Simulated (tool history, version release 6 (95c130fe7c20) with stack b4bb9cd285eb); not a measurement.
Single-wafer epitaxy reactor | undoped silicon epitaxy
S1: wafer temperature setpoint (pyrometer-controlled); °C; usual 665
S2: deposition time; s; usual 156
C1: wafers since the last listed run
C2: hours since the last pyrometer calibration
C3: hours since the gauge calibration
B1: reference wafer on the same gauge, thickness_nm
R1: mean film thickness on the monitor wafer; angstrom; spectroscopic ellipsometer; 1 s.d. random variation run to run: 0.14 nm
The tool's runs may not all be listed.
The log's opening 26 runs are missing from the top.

| run | hour | S1 | S2 | C1 | C2 | C3 | B1 | R1 |
|---|---|---|---|---|---|---|---|---|
| 27 | 655.8 | 671 | 168 | 299 | 264.4 | 818.9 | 31.799 | 448.11 |
| 28 | 688.0 | 654 | 171 | 288 | 296.6 | 851.1 | 31.817 | 330.98 |
| 29 | 741.0 | 665 | 146 | 474 | 349.6 | 904.1 | 31.803 | 345.30 |
|  | 763.5 | gauge calibrated |
| 30 | 775.8 | 674 | 176 | 311 | 384.4 | 12.3 | 31.786 | 493.48 |
| 31 | 800.3 | 665 | 130 | 219 | 408.9 | 36.8 | 31.792 | 308.58 |
| 32 | 880.1 | 653 | 171 | 714 | 488.7 | 116.6 | 31.795 | 324.05 |
| 33 | 899.7 | 656 | 181 | 175 | 508.3 | 136.2 | 31.826 | 361.51 |
| 34 | 930.4 | 665 | 156 | 274 | 539.0 | 166.9 | 31.802 | 367.20 |
| 35 | 949.7 | 665 | 138 | 172 | 558.3 | 186.2 | 31.814 | 327.73 |
| 36 | 980.0 | 674 | 135 | 271 | 588.6 | 216.5 | 31.800 | 376.60 |
| 37 | 1007.1 | 655 | 169 | 242 | 615.7 | 243.6 | 31.816 | 329.83 |
| 38 | 1034.8 | 654 | 148 | 248 | 643.4 | 271.3 | 31.785 | 281.90 |
| 39 | 1057.9 | 665 | 156 | 206 | 666.5 | 294.4 | 31.789 | 364.00 |
| 40 | 1084.3 | 665 | 156 | 236 | 692.9 | 320.8 | 31.792 | 364.77 |
| 41 | 1099.6 | 665 | 156 | 137 | 708.2 | 336.1 | 31.783 | 364.80 |
| 42 | 1112.2 | 665 | 156 | 112 | 720.8 | 348.7 | 31.794 | 365.79 |
| 43 | 1130.9 | 661 | 131 | 167 | 739.5 | 367.4 | 31.816 | 284.55 |
| 44 | 1158.8 | 665 | 156 | 249 | 767.4 | 395.3 | 31.801 | 363.86 |
| 45 | 1176.6 | 665 | 156 | 159 | 785.2 | 413.1 | 31.797 | 363.85 |
| 46 | 1206.7 | 665 | 132 | 269 | 815.3 | 443.2 | 31.810 | 307.87 |
| 47 | 1230.9 | 658 | 169 | 216 | 839.5 | 467.4 | 31.802 | 345.60 |

Below are 4 alternative next runs, each starting from the tool's condition after run 47. Predict each:
| A | 1231.3 | 665 | 166 | 3 | 839.9 | 467.8 | ? | ? |
| B | 1231.3 | 653 | 156 | 3 | 839.9 | 467.8 | ? | ? |
| C | 1231.3 | 677 | 136 | 3 | 839.9 | 467.8 | ? | ? |
| D | 1231.3 | 654 | 140 | 3 | 839.9 | 467.8 | ? | ? |

| run | B1 | R1 |
|---|---|---|
| A | 31.789 | 385.55 |
| B | 31.789 | 288.99 |
| C | 31.789 | 394.04 |
| D | 31.789 | 264.34 |
Had the tool no hidden state, the same runs would have come out as:
| run | R1 |
|---|---|
| A | 399.88 |
| B | 299.98 |
| C | 408.35 |
| D | 274.37 |
